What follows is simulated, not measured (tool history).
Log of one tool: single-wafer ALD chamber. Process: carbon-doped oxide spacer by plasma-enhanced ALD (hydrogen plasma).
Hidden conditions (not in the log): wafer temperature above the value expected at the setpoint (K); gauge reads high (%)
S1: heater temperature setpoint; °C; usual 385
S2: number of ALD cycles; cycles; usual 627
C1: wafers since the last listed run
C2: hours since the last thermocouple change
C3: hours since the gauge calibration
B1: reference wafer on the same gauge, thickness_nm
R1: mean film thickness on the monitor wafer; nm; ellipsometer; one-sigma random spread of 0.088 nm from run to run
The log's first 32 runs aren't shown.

run 33 hour=2399.2 | S1=385 S2=627 | C1=33 C2=744.5 C3=73.6 | B1=40.71 | R1=35.457
run 34 hour=2498 | S1=385 S2=627 | C1=84 C2=843.3 C3=172.4 | B1=40.634 | R1=35.486
run 35 hour=2554.8 | S1=385 S2=627 | C1=48 C2=900.1 C3=229.2 | B1=40.715 | R1=35.264
run 36 hour=2640.9 | S1=385 S2=597 | C1=73 C2=986.2 C3=315.3 | B1=40.688 | R1=33.61
run 37 hour=2747.2 | S1=389 S2=548 | C1=91 C2=1092.5 C3=421.6 | B1=40.709 | R1=31.006
run 38 hour=2804.8 | S1=385 S2=526 | C1=49 C2=1150.1 C3=479.2 | B1=40.714 | R1=29.658
run 39 hour=2848.6 | S1=375 S2=715 | C1=37 C2=1193.9 C3=523 | B1=40.699 | R1=40.353
run 40 hour=2944.5 | S1=385 S2=547 | C1=82 C2=1289.8 C3=618.9 | B1=40.689 | R1=30.733
run 41 hour=2999.8 | S1=374 S2=534 | C1=47 C2=1345.1 C3=674.2 | B1=40.692 | R1=30.09
run 42 hour=3068.5 | S1=385 S2=627 | C1=58 C2=1413.8 C3=742.9 | B1=40.656 | R1=35.554
run 43 hour=3171 | S1=385 S2=627 | C1=87 C2=1516.3 C3=845.4 | B1=40.743 | R1=35.49

Here are 5 independent what-if runs from the current tool condition. What would each one return?
run A hour=3172.4 | S1=385 S2=748 | C1=1 C2=1517.7 C3=846.8 | B1=? | R1=?
run B hour=3172.4 | S1=380 S2=509 | C1=1 C2=1517.7 C3=846.8 | B1=? | R1=?
run C hour=3172.4 | S1=377 S2=505 | C1=1 C2=1517.7 C3=846.8 | B1=? | R1=?
run D hour=3172.4 | S1=395 S2=541 | C1=1 C2=1517.7 C3=846.8 | B1=? | R1=?
run E hour=3172.4 | S1=397 S2=525 | C1=1 C2=1517.7 C3=846.8 | B1=? | R1=?

run=A B1=40.704 R1=42.161
run=B B1=40.704 R1=28.69
run=C B1=40.704 R1=28.464
run=D B1=40.704 R1=30.493
run=E B1=40.704 R1=29.592
With the hidden condition removed and each run's random variation left untouched, the same runs would have given:
run=A R1=42.161
run=B R1=28.69
run=C R1=28.464
run=D R1=30.493
run=E R1=29.592
